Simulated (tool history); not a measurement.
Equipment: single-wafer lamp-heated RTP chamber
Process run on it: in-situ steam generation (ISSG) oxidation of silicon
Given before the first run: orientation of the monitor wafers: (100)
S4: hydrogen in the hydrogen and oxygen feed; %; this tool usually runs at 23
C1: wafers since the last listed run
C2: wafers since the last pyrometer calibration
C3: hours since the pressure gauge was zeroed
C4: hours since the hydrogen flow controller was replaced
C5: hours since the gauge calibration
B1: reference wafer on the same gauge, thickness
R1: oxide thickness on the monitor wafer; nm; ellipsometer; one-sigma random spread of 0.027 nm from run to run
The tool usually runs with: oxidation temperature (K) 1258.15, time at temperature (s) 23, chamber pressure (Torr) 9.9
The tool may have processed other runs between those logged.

run 1 day=0.000 | oxidation_temperature_(K)=1258.15 time_at_temperature_(s)=23 chamber_pressure_(Torr)=9.9 S4=23 | C1=0 C2=2950 C3=1563.9 C4=4595.3 C5=368.6 | B1=5.884 | R1=5.512
run 2 day=1.875 | oxidation_temperature_(K)=1258.15 time_at_temperature_(s)=23 chamber_pressure_(Torr)=9.9 S4=23 | C1=286 C2=3236 C3=1608.9 C4=4640.3 C5=413.6 | B1=5.879 | R1=5.503
run 3 day=4.400 | oxidation_temperature_(K)=1258.15 time_at_temperature_(s)=23 chamber_pressure_(Torr)=9.9 S4=27 | C1=385 C2=3622 C3=1669.5 C4=4700.9 C5=474.2 | B1=5.887 | R1=5.708
run 4 day=6.333 | oxidation_temperature_(K)=1258.15 time_at_temperature_(s)=27 chamber_pressure_(Torr)=9.9 S4=23 | C1=295 C2=3918 C3=1715.9 C4=4747.3 C5=520.6 | B1=5.901 | R1=5.944
run 5 day=8.042 | oxidation_temperature_(K)=1258.15 time_at_temperature_(s)=27 chamber_pressure_(Torr)=9.9 S4=23 | C1=261 C2=4179 C3=1756.9 C4=4788.3 C5=561.6 | B1=5.904 | R1=5.887
run 6 day=10.483 | oxidation_temperature_(K)=1258.15 time_at_temperature_(s)=23 chamber_pressure_(Torr)=10.2 S4=27 | C1=373 C2=4552 C3=1815.5 C4=4846.9 C5=620.2 | B1=5.906 | R1=5.660
run 7 day=12.925 | oxidation_temperature_(K)=1258.15 time_at_temperature_(s)=23 chamber_pressure_(Torr)=10.2 S4=27 | C1=373 C2=4926 C3=1874.1 C4=4905.5 C5=678.8 | B1=5.917 | R1=5.658
run 8 day=15.817 | oxidation_temperature_(K)=1258.15 time_at_temperature_(s)=23 chamber_pressure_(Torr)=10.2 S4=27 | C1=442 C2=5368 C3=1943.5 C4=4974.9 C5=748.2 | B1=5.924 | R1=5.693
run 9 day=18.504 | oxidation_temperature_(K)=1258.15 time_at_temperature_(s)=23 chamber_pressure_(Torr)=9.9 S4=23 | C1=410 C2=5778 C3=2008.0 C4=5039.4 C5=812.7 | B1=5.933 | R1=5.509
run 10 day=24.633 | oxidation_temperature_(K)=1258.15 time_at_temperature_(s)=23 chamber_pressure_(Torr)=9.9 S4=23 | C1=936 C2=6715 C3=2155.1 C4=5186.5 C5=959.8 | B1=5.971 | R1=5.560
run 11 day=26.542 | oxidation_temperature_(K)=1258.15 time_at_temperature_(s)=23 chamber_pressure_(Torr)=9.9 S4=23 | C1=291 C2=7007 C3=2200.9 C4=5232.3 C5=1005.6 | B1=5.978 | R1=5.596
run 12 day=28.217 | oxidation_temperature_(K)=1258.15 time_at_temperature_(s)=23 chamber_pressure_(Torr)=9.9 S4=23 | C1=256 C2=7263 C3=2241.1 C4=5272.5 C5=1045.8 | B1=5.984 | R1=5.589
run 13 day=29.942 | oxidation_temperature_(K)=1258.15 time_at_temperature_(s)=23 chamber_pressure_(Torr)=9.9 S4=23 | C1=263 C2=7527 C3=2282.5 C4=5313.9 C5=1087.2 | B1=6.006 | R1=5.579
run 14 day=31.067 | oxidation_temperature_(K)=1258.15 time_at_temperature_(s)=23 chamber_pressure_(Torr)=9.9 S4=23 | C1=171 C2=7699 C3=2309.5 C4=5340.9 C5=1114.2 | B1=6.008 | R1=5.601
-- day=32.400 gauge calibrated
run 15 day=33.433 | oxidation_temperature_(K)=1247.15 time_at_temperature_(s)=15 chamber_pressure_(Torr)=10.2 S4=32 | C1=361 C2=8061 C3=2366.3 C4=5397.7 C5=24.8 | B1=5.838 | R1=4.643
-- day=34.700 pyrometer window cleaned and pyrometer calibrated
run 16 day=34.825 | oxidation_temperature_(K)=1258.15 time_at_temperature_(s)=23 chamber_pressure_(Torr)=9.9 S4=23 | C1=161 C2=19 C3=2399.7 C4=5431.1 C5=58.2 | B1=5.835 | R1=5.403
run 17 day=36.504 | oxidation_temperature_(K)=1270.15 time_at_temperature_(s)=27 chamber_pressure_(Torr)=9.9 S4=23 | C1=256 C2=275 C3=2440.0 C4=5471.4 C5=98.5 | B1=5.836 | R1=6.177
run 18 day=37.621 | oxidation_temperature_(K)=1277.15 time_at_temperature_(s)=23 chamber_pressure_(Torr)=10.2 S4=23 | C1=170 C2=446 C3=2466.8 C4=5498.2 C5=125.3 | B1=5.838 | R1=5.787
run 19 day=40.608 | oxidation_temperature_(K)=1258.15 time_at_temperature_(s)=18 chamber_pressure_(Torr)=8.6 S4=23 | C1=456 C2=903 C3=2538.5 C4=5569.9 C5=197.0 | B1=5.848 | R1=4.955
run 20 day=42.821 | oxidation_temperature_(K)=1258.15 time_at_temperature_(s)=23 chamber_pressure_(Torr)=9.9 S4=23 | C1=338 C2=1241 C3=2591.6 C4=5623.0 C5=250.1 | B1=5.842 | R1=5.481
run 21 day=44.971 | oxidation_temperature_(K)=1258.15 time_at_temperature_(s)=23 chamber_pressure_(Torr)=9.9 S4=28 | C1=328 C2=1570 C3=2643.2 C4=5674.6 C5=301.7 | B1=5.849 | R1=5.648
run 22 day=47.233 | oxidation_temperature_(K)=1258.15 time_at_temperature_(s)=23 chamber_pressure_(Torr)=9.9 S4=23 | C1=345 C2=1915 C3=2697.5 C4=5728.9 C5=356.0 | B1=5.856 | R1=5.513
-- day=47.592 hydrogen flow controller replaced
-- day=51.567 pressure gauge zeroed
run 23 day=55.467 | oxidation_temperature_(K)=1258.15 time_at_temperature_(s)=18 chamber_pressure_(Torr)=8.6 S4=23 | C1=1156 C2=3072 C3=93.6 C4=189.0 C5=553.6 | B1=5.864 | R1=5.008
run 24 day=58.246 | oxidation_temperature_(K)=1270.15 time_at_temperature_(s)=25 chamber_pressure_(Torr)=10.2 S4=32 | C1=424 C2=3497 C3=160.3 C4=255.7 C5=620.3 | B1=5.872 | R1=6.396
run 25 day=60.388 | oxidation_temperature_(K)=1258.15 time_at_temperature_(s)=20 chamber_pressure_(Torr)=9.9 S4=19 | C1=327 C2=3824 C3=211.7 C4=307.1 C5=671.7 | B1=5.885 | R1=4.926
run 26 day=62.917 | oxidation_temperature_(K)=1245.15 time_at_temperature_(s)=30 chamber_pressure_(Torr)=9.9 S4=27 | C1=386 C2=4211 C3=272.4 C4=367.8 C5=732.4 | B1=5.897 | R1=6.156
run 27 day=64.967 | oxidation_temperature_(K)=1250.15 time_at_temperature_(s)=26 chamber_pressure_(Torr)=10.2 S4=32 | C1=313 C2=4524 C3=321.6 C4=417.0 C5=781.6 | B1=5.905 | R1=6.000
run 28 day=67.392 | oxidation_temperature_(K)=1265.15 time_at_temperature_(s)=23 chamber_pressure_(Torr)=9.9 S4=23 | C1=370 C2=4895 C3=379.8 C4=475.2 C5=839.8 | B1=5.918 | R1=5.648
run 29 day=69.950 | oxidation_temperature_(K)=1253.15 time_at_temperature_(s)=23 chamber_pressure_(Torr)=10.2 S4=23 | C1=391 C2=5286 C3=441.2 C4=536.6 C5=901.2 | B1=5.921 | R1=5.408

What if the next run were any one of these 3? Each begins from the tool's condition after run 29:
run A day=69.967 | oxidation_temperature_(K)=1258.15 time_at_temperature_(s)=23 chamber_pressure_(Torr)=9.9 S4=23 | C1=2 C2=5289 C3=441.6 C4=537.0 C5=901.6 | B1=? | R1=?
run B day=69.967 | oxidation_temperature_(K)=1258.15 time_at_temperature_(s)=31 chamber_pressure_(Torr)=9.5 S4=23 | C1=2 C2=5289 C3=441.6 C4=537.0 C5=901.6 | B1=? | R1=?
run C day=69.967 | oxidation_temperature_(K)=1258.15 time_at_temperature_(s)=18 chamber_pressure_(Torr)=10.2 S4=23 | C1=2 C2=5289 C3=441.6 C4=537.0 C5=901.6 | B1=? | R1=?

run=A B1=5.932 R1=5.536
run=B B1=5.932 R1=6.420
run=C B1=5.932 R1=4.929
Had the tool no hidden state, the same runs would have come out as:
run=A R1=5.463
run=B R1=6.335
run=C R1=4.864
